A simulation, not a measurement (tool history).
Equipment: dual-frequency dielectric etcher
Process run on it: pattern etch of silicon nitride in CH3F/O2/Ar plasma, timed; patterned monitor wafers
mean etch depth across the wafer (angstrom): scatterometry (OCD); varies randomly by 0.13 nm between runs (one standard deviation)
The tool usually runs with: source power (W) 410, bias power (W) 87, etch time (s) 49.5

run     day  source power (W)  bias power (W)  etch time (s)  wafers since the last listed run  hours since the last wet clean  hours since the last source power generator calibration  hours since the last bias power generator calibration  hours since the last upper electrode change  hours since the gauge calibration  read-back reference wafer on the same gauge, depth_nm  mean etch depth across the wafer (angstrom)
  1   0.000               410              87           54.5                                 0                           475.0                                                   1191.1                                                  698.2                                       3633.1                              694.9                                                  30.89                                        430.7
  2   2.338               410              87           54.5                               679                           531.1                                                   1247.2                                                  754.3                                       3689.2                              751.0                                                  30.92                                        435.4
  3   4.883               410              87           54.5                               740                           592.2                                                   1308.3                                                  815.4                                       3750.3                              812.1                                                  30.89                                        436.1
      6.288  -- wet clean of the chamber
  4   6.683               410              87           49.5                               232                             9.5                                                   1351.5                                                  858.6                                       3793.5                              855.3                                                  30.90                                        381.9
  5   8.396               410              87           49.5                               498                            50.6                                                   1392.6                                                  899.7                                       3834.6                              896.4                                                  30.85                                        384.2
  6  13.479               410              87           49.5                              1478                           172.6                                                   1514.6                                                 1021.7                                       3956.6                             1018.4                                                  30.91                                        389.0
  7  16.175               450              87           49.5                               784                           237.3                                                   1579.3                                                 1086.4                                       4021.3                             1083.1                                                  30.90                                        405.3
  8  18.025               450              87           49.5                               538                           281.7                                                   1623.7                                                 1130.8                                       4065.7                             1127.5                                                  30.89                                        407.2
     18.633  -- gauge calibrated
  9  19.221               410              87           49.5                               347                           310.4                                                   1652.4                                                 1159.5                                       4094.4                               14.1                                                  30.90                                        391.3
 10  20.721               410              87           49.5                               436                           346.4                                                   1688.4                                                 1195.5                                       4130.4                               50.1                                                  30.87                                        394.5
 11  22.796               410              87           49.5                               603                           396.2                                                   1738.2                                                 1245.3                                       4180.2                               99.9                                                  30.91                                        392.8
 12  24.133               480             103           49.5                               389                           428.3                                                   1770.3                                                 1277.4                                       4212.3                              132.0                                                  30.89                                        448.8
 13  25.529               480             103           49.5                               405                           461.8                                                   1803.8                                                 1310.9                                       4245.8                              165.5                                                  30.88                                        451.8
     26.575  -- upper electrode replaced
     27.371  -- source power generator calibrated
     28.521  -- wet clean of the chamber
 14  28.542               480             103           49.5                               246                             0.5                                                     28.1                                                 1383.2                                         47.2                              237.8                                                  30.87                                        426.6
 15  29.238               440             103           55.0                               202                            17.2                                                     44.8                                                 1399.9                                         63.9                              254.5                                                  30.91                                        455.2
 16  30.612               410              87           49.5                               399                            50.2                                                     77.8                                                 1432.9                                         96.9                              287.5                                                  30.87                                        378.0
 17  33.158               380             102           37.0                               740                           111.3                                                    138.9                                                 1494.0                                        158.0                              348.6                                                  30.90                                        289.1
 18  35.500               450              87           49.5                               681                           167.5                                                    195.1                                                 1550.2                                        214.2                              404.8                                                  30.88                                        396.3
 19  37.012               440              94           57.5                               439                           203.8                                                    231.4                                                 1586.5                                        250.5                              441.1                                                  30.89                                        467.8
     38.300  -- bias power generator calibrated
 20  39.733               410              78           57.5                               742                           269.1                                                    296.7                                                   34.4                                        315.8                              506.4                                                  30.95                                        429.6
 21  41.233               410              94           38.5                               436                           305.1                                                    332.7                                                   70.4                                        351.8                              542.4                                                  30.89                                        307.7
 22  44.075               410              99           49.5                               826                           373.3                                                    400.9                                                  138.6                                        420.0                              610.6                                                  30.88                                        407.9
 23  45.633               330              98           63.5                               453                           410.7                                                    438.3                                                  176.0                                        457.4                              648.0                                                  30.89                                        473.9
 24  47.846               410              87           49.5                               643                           463.8                                                    491.4                                                  229.1                                        510.5                              701.1                                                  30.92                                        393.5
 25  49.350               410              93           44.5                               437                           499.9                                                    527.5                                                  265.2                                        546.6                              737.2                                                  30.93                                        360.2

Run 26, settings as shown, results not yet in. Your forecast:
     52.029  -- wet clean of the chamber
 26  52.050               510              96           38.5                               494                             0.5                                                    592.3                                                  330.0                                        611.4                              802.0                                                      ?                                            ?

For run 26 the tool returned read-back reference wafer on the same gauge, depth_nm 30.88, mean etch depth across the wafer (angstrom) 335.4.
With no hidden state in the tool, this same run would have given mean etch depth across the wafer (angstrom) 331.0.

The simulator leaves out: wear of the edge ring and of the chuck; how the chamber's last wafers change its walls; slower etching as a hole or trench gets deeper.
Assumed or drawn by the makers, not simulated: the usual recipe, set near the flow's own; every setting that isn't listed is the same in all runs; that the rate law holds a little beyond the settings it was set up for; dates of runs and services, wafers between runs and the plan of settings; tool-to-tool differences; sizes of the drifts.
